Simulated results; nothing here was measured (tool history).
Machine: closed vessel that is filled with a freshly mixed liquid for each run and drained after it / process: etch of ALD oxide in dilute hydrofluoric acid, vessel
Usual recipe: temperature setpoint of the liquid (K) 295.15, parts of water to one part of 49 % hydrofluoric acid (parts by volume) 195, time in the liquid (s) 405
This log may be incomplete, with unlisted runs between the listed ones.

run,day,temperature setpoint of the liquid (K),parts of water to one part of 49 % hydrofluoric acid (parts by volume),time in the liquid (s),wafers since the last listed run,hours since the thermometer was replaced,hours since the hydrofluoric acid flow meter was replaced,hours since the gauge calibration,"read-back film thickness of the ALD oxide reference wafer, read on the same gauge (nm)",thickness taken off the ALD oxide on a monitor wafer (nm)
1,0,295.15,195,405,0,223.3,598.4,143.2,130,39.68
2,0.388,295.15,195,320,450,232.6,607.7,152.5,129.99,32.45
3,0.992,295.15,195,320,702,247.1,622.2,167,130.03,31.5
4,1.288,295.15,195,405,343,254.2,629.3,174.1,129.96,40.25
5,1.7,295.15,195,405,479,264.1,639.2,184,130.01,40.3
6,2.417,295.15,195,405,833,281.3,656.4,201.2,130,40.12
7,2.833,295.15,195,405,484,291.3,666.4,211.2,130,40.23
8,3.175,295.15,195,405,397,299.5,674.6,219.4,130.01,40.82
9,3.812,295.15,195,515,740,314.8,689.9,234.7,130.01,51.26
10,4.246,295.15,195,515,503,325.2,700.3,245.1,129.99,51.04
11,4.938,295.15,195,515,803,341.8,716.9,261.7,130,50.76
12,5.333,295.15,195,405,460,351.3,726.4,271.2,130.01,39.8
13,5.862,295.15,195,405,615,364,739.1,283.9,130.01,39.79
14,6.296,291.15,275,615,503,374.4,749.5,294.3,130.01,35.3
15,6.738,295.15,130,405,513,385,760.1,304.9,129.99,63.93
# day 6.967: gauge calibrated
16,7.458,295.15,195,405,837,402.3,777.4,11.8,130.02,40.78
17,7.962,295.15,195,525,586,414.4,789.5,23.9,130,52.99
18,8.375,297.65,240,265,479,424.3,799.4,33.8,130,22.78
19,9.046,300.15,195,405,779,440.4,815.5,49.9,130,48.37
20,9.575,292.15,120,260,615,453.1,828.2,62.6,130.02,39.62
21,10.146,299.65,160,615,663,466.8,841.9,76.3,129.99,93.08
22,10.721,295.15,150,270,668,480.6,855.7,90.1,130,36.67
23,11.212,293.65,150,485,571,492.4,867.5,101.9,130,61.74
24,11.9,291.15,195,225,799,508.9,884,118.4,129.98,19.41
# day 12.629: thermometer replaced
25,12.65,291.15,105,235,823,0.5,902,136.4,129.99,42.6
# day 13.058: hydrofluoric acid flow meter replaced
26,13.388,295.15,280,585,808,18.2,7.9,154.1,130,34.43
27,13.946,295.15,195,405,648,31.6,21.3,167.5,130,37.43
28,14.367,295.15,195,405,489,41.7,31.4,177.6,129.99,37.49
29,15,298.65,195,330,736,56.9,46.6,192.8,130.03,34.96
30,15.438,295.15,195,465,508,67.4,57.1,203.3,129.98,43.07
31,15.992,296.65,295,595,644,80.7,70.4,216.6,130,35.37
32,16.496,293.65,195,230,586,92.8,82.5,228.7,130.02,19.98
33,17.192,295.15,280,405,808,109.5,99.2,245.4,130.01,23.94
34,17.833,299.15,280,620,745,124.9,114.6,260.8,129.98,42.46
35,18.533,295.15,195,405,813,141.7,131.4,277.6,130,38.2

Below, each run's measurement less what the same run would have read without the hidden state. Both values contain the same run-to-run variation, but the gauge's scatter may not be the same in both:
Hidden state at play: liquid colder than its thermometer reads (K); hydrofluoric acid flow above the setpoint (%); gauge reads high (%).
run,thickness taken off the ALD oxide on a monitor wafer (nm)
1,+2.83
2,+2.33
3,+2.29
4,+2.93
5,+2.95
6,+2.99
7,+3.02
8,+3.07
9,+3.91
10,+3.92
11,+3.92
12,+3.1
13,+3.12
14,+2.9
15,+4.71
16,+3.27
17,+4.3
18,+1.99
19,+4.18
20,+2.92
21,+7.76
22,+2.92
23,+4.89
24,+1.59
25,+4.86
26,+0.19
27,+0.22
28,+0.24
29,+0.28
30,+0.36
31,+0.39
32,+0.19
33,+0.31
34,+0.64
35,+0.5
